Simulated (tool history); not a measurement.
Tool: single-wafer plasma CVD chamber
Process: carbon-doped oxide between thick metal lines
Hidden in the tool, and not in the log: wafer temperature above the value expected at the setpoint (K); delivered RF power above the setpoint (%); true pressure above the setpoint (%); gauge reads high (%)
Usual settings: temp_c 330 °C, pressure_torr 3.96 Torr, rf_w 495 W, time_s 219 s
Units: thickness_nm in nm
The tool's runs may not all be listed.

run,hour,temp_c,pressure_torr,rf_w,time_s,wafers since the last listed run,hours since the last thermocouple change,hours since the last RF generator calibration,hours since the last manometer calibration,hours since the showerhead was replaced,hours since the gauge calibration,"read-back reference wafer on the same gauge, thickness_nm",thickness_nm
1,0,330,3.96,495,219,0,1962,508,525.5,3709.1,1875.8,1260.23,1155.723
2,43.1,330,3.96,495,219,262,2005.1,551.1,568.6,3752.2,1918.9,1259.53,1157.447
3,87.6,330,3.96,495,247,271,2049.6,595.6,613.1,3796.7,1963.4,1260.2,1307.711
4,125.2,330,3.96,495,219,229,2087.2,633.2,650.7,3834.3,2001,1260.227,1161.58
# hour 161: gauge calibrated
5,166,330,3.96,495,219,248,2128,674,691.5,3875.1,5,1259.773,1160.228
6,235.4,330,3.96,495,219,423,2197.4,743.4,760.9,3944.5,74.4,1260.449,1158.098
7,261.9,330,3.96,495,219,161,2223.9,769.9,787.4,3971,100.9,1259.996,1160.871
8,303.4,330,3.96,495,219,253,2265.4,811.4,828.9,4012.5,142.4,1259.459,1159.765
9,346.6,330,4.31,495,244,263,2308.6,854.6,872.1,4055.7,185.6,1259.711,1299.463
10,406.6,330,3.96,495,219,366,2368.6,914.6,932.1,4115.7,245.6,1260,1163.461
11,438.4,334,3.96,495,219,193,2400.4,946.4,963.9,4147.5,277.4,1260.131,1148.187
# hour 486.4: RF generator calibrated
12,497.4,330,3.96,495,247,311,2459.4,11,1022.9,4206.5,336.4,1260.563,1306.305
# hour 509.4: capacitance manometer re-zeroed and calibrated
13,692,330,4.54,420,254,1138,2654,205.6,182.6,4401.1,531,1259.713,1239.286
14,730,330,3.96,440,219,231,2692,243.6,220.6,4439.1,569,1259.706,1088.933
15,795.7,330,3.65,495,250,400,2757.7,309.3,286.3,4504.8,634.7,1260.683,1311.865
16,859.6,330,3.96,495,219,389,2821.6,373.2,350.2,4568.7,698.6,1259.029,1156.274
17,905.5,343,3.96,585,176,280,2867.5,419.1,396.1,4614.6,744.5,1260.104,980.152
# hour 939.9: thermocouple changed; heater temperature recalibrated
# hour 953.5: showerhead replaced
18,954,338,4.51,575,256,198,14.1,467.6,444.6,0.5,793,1260.196,1463.256
19,1047.5,318,3.96,495,177,570,107.6,561.1,538.1,94,886.5,1259.176,976.656
20,1111.8,339,3.55,420,199,392,171.9,625.4,602.4,158.3,950.8,1260.376,938.682
21,1141.7,330,3.96,495,219,182,201.8,655.3,632.3,188.2,980.7,1260.052,1166.648
22,1184.7,330,3.96,495,219,262,244.8,698.3,675.3,231.2,1023.7,1259.388,1170.407
23,1252.9,330,3.96,495,219,416,313,766.5,743.5,299.4,1091.9,1260.615,1171
# hour 1267.9: RF generator calibrated
24,1280.7,337,4.59,540,191,120,340.8,12.8,771.3,327.2,1119.7,1259.956,1061.357
25,1305.4,315,3.96,555,219,150,365.5,37.5,796,351.9,1144.4,1259.825,1296.484
26,1367.5,339,3.96,495,187,378,427.6,99.6,858.1,414,1206.5,1260.468,973.432
# hour 1500.5: capacitance manometer re-zeroed and calibrated
27,1501,330,3.96,495,219,765,561.1,233.1,0.5,547.5,1340,1259.973,1168.245
28,1531.3,344,3.2,455,180,184,591.4,263.4,30.8,577.8,1370.3,1259.801,870.93
29,1743.8,330,3.15,495,245,1296,803.9,475.9,243.3,790.3,1582.8,1260.184,1280.418

3 ways to go on from here, each from the tool as it stands after run 29. What would each give?
A,1744.3,330,3.96,495,241,3,804.4,476.4,243.8,790.8,1583.3,?,?
B,1744.3,326,3.96,585,189,3,804.4,476.4,243.8,790.8,1583.3,?,?
C,1744.3,321,4.39,495,219,3,804.4,476.4,243.8,790.8,1583.3,?,?

run,"read-back reference wafer on the same gauge, thickness_nm",thickness_nm
A,1260.322,1277.832
B,1260.322,1106.122
C,1260.322,1203.537
Without the tool's hidden state the same runs would have given:
run,thickness_nm
A,1278.133
B,1106.406
C,1203.85
